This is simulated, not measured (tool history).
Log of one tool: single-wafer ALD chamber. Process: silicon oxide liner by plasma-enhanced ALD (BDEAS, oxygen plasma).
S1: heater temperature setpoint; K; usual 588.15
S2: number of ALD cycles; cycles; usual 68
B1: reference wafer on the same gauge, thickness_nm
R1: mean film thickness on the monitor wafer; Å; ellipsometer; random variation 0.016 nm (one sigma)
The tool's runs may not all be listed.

| run | hour | S1 | S2 | B1 | R1 |
|---|---|---|---|---|---|
| 1 | 0.0 | 588.15 | 58 | 5.721 | 53.00 |
| 2 | 59.4 | 588.15 | 68 | 5.725 | 61.86 |
| 3 | 113.3 | 588.15 | 68 | 5.723 | 61.93 |
| 4 | 149.1 | 588.15 | 68 | 5.719 | 62.18 |
| 5 | 199.7 | 588.15 | 68 | 5.722 | 62.09 |
| 6 | 251.3 | 588.15 | 68 | 5.720 | 61.98 |
| 7 | 301.8 | 588.15 | 60 | 5.722 | 55.09 |
| 8 | 356.6 | 588.15 | 60 | 5.720 | 54.78 |
| 9 | 391.3 | 588.15 | 68 | 5.717 | 61.96 |
| 10 | 429.4 | 588.15 | 68 | 5.717 | 62.39 |
| 11 | 482.4 | 588.15 | 68 | 5.721 | 62.38 |
| 12 | 527.3 | 588.15 | 63 | 5.722 | 57.62 |
| 13 | 587.1 | 588.15 | 68 | 5.721 | 61.86 |
| 14 | 629.7 | 584.15 | 57 | 5.717 | 52.34 |
| 15 | 693.5 | 574.15 | 68 | 5.719 | 62.97 |
| 16 | 728.1 | 577.15 | 77 | 5.718 | 71.11 |
| 17 | 788.8 | 580.15 | 80 | 5.721 | 73.85 |
| 18 | 850.5 | 588.15 | 68 | 5.716 | 62.11 |
| 19 | 920.0 | 596.15 | 63 | 5.715 | 56.88 |
| 20 | 956.2 | 577.15 | 80 | 5.720 | 74.09 |
| 21 | 1022.7 | 588.15 | 68 | 5.722 | 62.07 |
| 22 | 1060.2 | 597.15 | 73 | 5.722 | 65.96 |
| 23 | 1114.7 | 574.15 | 61 | 5.721 | 57.04 |

Not shown: 2 entries that the log had between the listed runs. Between which runs, and how does the tool's hidden state differ before and after?
Between runs 10 and 11: gauge calibrated (hour 480.9)
  no hidden state differs between the two runs
Between runs 14 and 15: thermocouple changed; heater temperature recalibrated (hour 677.0)
  no hidden state differs between the two runs
